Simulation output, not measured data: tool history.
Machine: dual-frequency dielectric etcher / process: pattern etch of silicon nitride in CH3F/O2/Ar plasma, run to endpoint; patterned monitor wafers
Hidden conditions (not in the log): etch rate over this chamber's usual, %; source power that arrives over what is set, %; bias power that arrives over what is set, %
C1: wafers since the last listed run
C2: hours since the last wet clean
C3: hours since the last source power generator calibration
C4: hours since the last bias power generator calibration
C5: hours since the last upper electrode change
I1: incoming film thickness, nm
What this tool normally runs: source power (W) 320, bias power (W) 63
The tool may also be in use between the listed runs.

Run 1, hour 0.0: usual settings; C1 0; C2 324.2; C3 1292.6; C4 4285.2; C5 2268.5; I1 33.90. Result: endpoint time (s) 55.8.
Run 2, hour 22.0: usual settings but source power (W) 370, bias power (W) 52; C1 194; C2 346.2; C3 1314.6; C4 4307.2; C5 2290.5; I1 34.41. Result: endpoint time (s) 55.0.
Run 3, hour 66.7: usual settings but source power (W) 370, bias power (W) 52; C1 394; C2 390.9; C3 1359.3; C4 4351.9; C5 2335.2; I1 34.52. Result: endpoint time (s) 55.3.
Run 4, hour 139.8: usual settings; C1 644; C2 464.0; C3 1432.4; C4 4425.0; C5 2408.3; I1 34.33. Result: endpoint time (s) 56.8.
Run 5, hour 164.1: usual settings; C1 214; C2 488.3; C3 1456.7; C4 4449.3; C5 2432.6; I1 33.83. Result: endpoint time (s) 55.7.
Run 6, hour 188.5: usual settings but bias power (W) 59; C1 215; C2 512.7; C3 1481.1; C4 4473.7; C5 2457.0; I1 34.16. Result: endpoint time (s) 55.8.
At hour 217.2: source power generator calibrated.
At hour 234.6: wet clean of the chamber.
At hour 239.8: upper electrode replaced.
At hour 242.6: bias power generator calibrated.
Run 7, hour 243.1: usual settings but source power (W) 290, bias power (W) 56; C1 222; C2 8.5; C3 25.9; C4 0.5; C5 3.3; I1 34.47. Result: endpoint time (s) 60.2.
Run 8, hour 244.8: usual settings but source power (W) 380, bias power (W) 72; C1 14; C2 10.2; C3 27.6; C4 2.2; C5 5.0; I1 34.24. Result: endpoint time (s) 49.9.
Run 9, hour 262.8: usual settings but source power (W) 380, bias power (W) 72; C1 158; C2 28.2; C3 45.6; C4 20.2; C5 23.0; I1 34.60. Result: endpoint time (s) 50.2.
Run 10, hour 283.1: usual settings; C1 179; C2 48.5; C3 65.9; C4 40.5; C5 43.3; I1 34.53. Result: endpoint time (s) 55.7.
Run 11, hour 308.2: usual settings; C1 221; C2 73.6; C3 91.0; C4 65.6; C5 68.4; I1 34.00. Result: endpoint time (s) 55.5.
Run 12, hour 340.8: usual settings; C1 287; C2 106.2; C3 123.6; C4 98.2; C5 101.0; I1 34.17. Result: endpoint time (s) 55.4.
Run 13, hour 369.6: usual settings; C1 253; C2 135.0; C3 152.4; C4 127.0; C5 129.8; I1 34.21. Result: endpoint time (s) 55.8.
Run 14, hour 392.4: usual settings; C1 201; C2 157.8; C3 175.2; C4 149.8; C5 152.6; I1 34.42. Result: endpoint time (s) 56.0.
Run 15, hour 412.4: usual settings but source power (W) 250, bias power (W) 75; C1 176; C2 177.8; C3 195.2; C4 169.8; C5 172.6; I1 34.18. Result: endpoint time (s) 59.4.
Run 16, hour 441.0: usual settings but source power (W) 270, bias power (W) 74; C1 252; C2 206.4; C3 223.8; C4 198.4; C5 201.2; I1 34.35. Result: endpoint time (s) 57.8.
Run 17, hour 454.4: usual settings but source power (W) 390; C1 118; C2 219.8; C3 237.2; C4 211.8; C5 214.6; I1 33.80. Result: endpoint time (s) 50.4.
Run 18, hour 479.1: usual settings; C1 217; C2 244.5; C3 261.9; C4 236.5; C5 239.3; I1 34.12. Result: endpoint time (s) 55.9.
Run 19, hour 505.2: usual settings but bias power (W) 56; C1 230; C2 270.6; C3 288.0; C4 262.6; C5 265.4; I1 33.83. Result: endpoint time (s) 56.3.
Run 20, hour 523.5: usual settings but source power (W) 290, bias power (W) 56; C1 161; C2 288.9; C3 306.3; C4 280.9; C5 283.7; I1 34.55. Result: endpoint time (s) 61.1.
Run 21, hour 558.3: usual settings but source power (W) 390, bias power (W) 78; C1 306; C2 323.7; C3 341.1; C4 315.7; C5 318.5; I1 34.12. Result: endpoint time (s) 48.4.
Run 22, hour 589.9: usual settings; C1 278; C2 355.3; C3 372.7; C4 347.3; C5 350.1; I1 33.91. Result: endpoint time (s) 55.1.
Run 23, hour 615.8: usual settings; C1 228; C2 381.2; C3 398.6; C4 373.2; C5 376.0; I1 33.69. Result: endpoint time (s) 55.2.
Run 24, hour 638.8: usual settings but source power (W) 360; C1 202; C2 404.2; C3 421.6; C4 396.2; C5 399.0; I1 34.58. Result: endpoint time (s) 53.0.
Run 25, hour 655.8: usual settings but source power (W) 280, bias power (W) 56; C1 149; C2 421.2; C3 438.6; C4 413.2; C5 416.0; I1 34.41. Result: endpoint time (s) 60.5.
Run 26, hour 690.7: usual settings but source power (W) 250; C1 307; C2 456.1; C3 473.5; C4 448.1; C5 450.9; I1 34.27. Result: endpoint time (s) 62.2.

Alternative continuations, all from the tool just after run 26; predict every row:
Run A, hour 691.1: usual settings; C1 3; C2 456.5; C3 473.9; C4 448.5; C5 451.3; I1 34.19. Result: endpoint time (s) ?.
Run B, hour 691.1: usual settings but source power (W) 270, bias power (W) 54; C1 3; C2 456.5; C3 473.9; C4 448.5; C5 451.3; I1 34.19. Result: endpoint time (s) ?.
Run C, hour 691.1: usual settings but source power (W) 290, bias power (W) 68; C1 3; C2 456.5; C3 473.9; C4 448.5; C5 451.3; I1 34.19. Result: endpoint time (s) ?.

run  endpoint time (s)
  A               56.6
  B               63.1
  C               57.9
With no hidden state in the tool, these same runs would have given:
run  endpoint time (s)
  A               56.6
  B               63.1
  C               57.9

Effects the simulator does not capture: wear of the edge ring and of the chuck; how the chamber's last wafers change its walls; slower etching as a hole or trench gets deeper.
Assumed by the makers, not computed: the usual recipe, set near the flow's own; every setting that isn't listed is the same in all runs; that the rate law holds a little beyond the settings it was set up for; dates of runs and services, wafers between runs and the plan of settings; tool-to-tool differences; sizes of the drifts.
